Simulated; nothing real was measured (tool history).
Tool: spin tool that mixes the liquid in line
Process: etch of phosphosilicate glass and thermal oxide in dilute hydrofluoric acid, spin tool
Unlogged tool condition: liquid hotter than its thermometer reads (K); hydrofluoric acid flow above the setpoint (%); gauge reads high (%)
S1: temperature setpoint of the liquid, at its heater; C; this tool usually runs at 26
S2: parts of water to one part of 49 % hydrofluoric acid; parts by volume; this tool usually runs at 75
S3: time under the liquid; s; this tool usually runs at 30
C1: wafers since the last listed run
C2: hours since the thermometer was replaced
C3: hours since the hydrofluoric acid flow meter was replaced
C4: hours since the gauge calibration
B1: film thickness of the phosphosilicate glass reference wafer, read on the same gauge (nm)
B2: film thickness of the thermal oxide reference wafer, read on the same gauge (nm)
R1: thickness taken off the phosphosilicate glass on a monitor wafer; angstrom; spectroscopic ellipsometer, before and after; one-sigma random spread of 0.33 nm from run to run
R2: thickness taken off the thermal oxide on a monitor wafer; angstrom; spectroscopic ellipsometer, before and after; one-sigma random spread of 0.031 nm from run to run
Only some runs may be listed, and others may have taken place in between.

run   hour    S1   S2  S3   C1     C2      C3     C4      B1      B2     R1     R2
  1      0    26   75  40    0  230.5  2002.4  316.6  119.99  49.984  503.4  30.04
  2   34.1    26   65  30  556  264.6  2036.5  350.7     120  50.012    440  26.31
  3   47.8    26   75  30  223  278.3  2050.2  364.4  119.99  49.986    372  22.07
  4   75.4    26   75  30  450  305.9  2077.8    392     120  50.008  379.3  22.64
  5  104.3    26   75  30  472  334.8  2106.7  420.9  119.97  49.984  379.2  22.54
  6  117.6  23.5   75  30  217  348.1    2120  434.2     120  49.997    343  20.87
  7  135.6  23.5   75  30  294  366.1    2138  452.2  120.02  50.024  341.8  20.66
  8  147.7    26   75  30  197  378.2  2150.1  464.3  120.01  50.023  385.8  23.62
  9  174.2  24.5   75  30  432  404.7  2176.6  490.8     120  49.968  363.3  21.74
 10  201.2  24.5   75  30  441  431.7  2203.6  517.8  119.97  50.016  366.2   21.8
 11    218    26   50  20  274  448.5  2220.4  534.6  120.01  50.015  395.1  24.57
 12  248.5    26   75  30  498    479  2250.9  565.1  120.02  50.008  389.7  23.58
 13  283.3    26   90  15  568  513.8  2285.7  599.9     120  50.041  159.2   9.47
 14  305.9    31   75  40  369  536.4  2308.3  622.5  120.01  49.996  633.3  38.39
     307.5  -- thermometer replaced
 15  318.2    26   75  30  184   10.7  2320.6  634.8  120.03  49.962  354.8  21.18
 16  331.1  23.5  110  40  210   23.6  2333.5  647.7  119.96      50  286.4  17.23
     342.8  -- gauge calibrated
 17  348.6  29.5   95  30  285   41.1    2351    5.8  120.01  50.026  312.4  19.17
 18  380.7  29.5   55  40  524   73.2  2383.1   37.9  120.03  50.021  782.6  45.67
 19  409.9  23.5   45  45  476  102.4  2412.3   67.1  119.96  49.967  857.6   50.8
     415.5  -- hydrofluoric acid flow meter replaced
 20  429.4    26  105  20  302  121.9    13.9   86.6     120  50.006  168.4   9.74
 21  443.8  29.5  105  15  235  136.3    28.3    101  120.01  49.979  144.2   8.67
 22    459    24   75  30  248  151.5    43.5  116.2  120.01  49.994  343.3  20.07
 23  477.8    26   50  20  307  170.3    62.3    135  119.99  49.998  383.7  22.85
 24  499.4  28.5   50  15  352  191.9    83.9  156.6  119.98   49.95  318.3  19.33
 25  515.1    26   75  30  256  207.6    99.6  172.3  120.01  50.027  365.8  22.47
 26  531.9  30.5   75  40  274  224.4   116.4  189.1     120  50.008    585  34.81

The logged runs with the hidden state left out (each run's random variation unchanged):
run     R1     R2
  1  477.5  28.49
  2  414.6  24.78
  3  349.7  20.75
  4  354.8  21.18
  5  352.7  20.97
  6  317.7  19.33
  7  315.6  19.07
  8  355.9  21.79
  9  333.1  19.93
 10    334  19.88
 11    359  22.33
 12  352.8  21.34
 13  143.4   8.53
 14  569.7  34.53
 15  351.9  21.01
 16  283.4  17.04
 17  308.2  18.91
 18  767.2  44.77
 19  834.8  49.45
 20  163.6   9.46
 21  139.8   8.41
 22  331.3  19.37
 23  368.9  21.96
 24  304.9  18.51
 25  349.3  21.45
 26  557.9  33.19
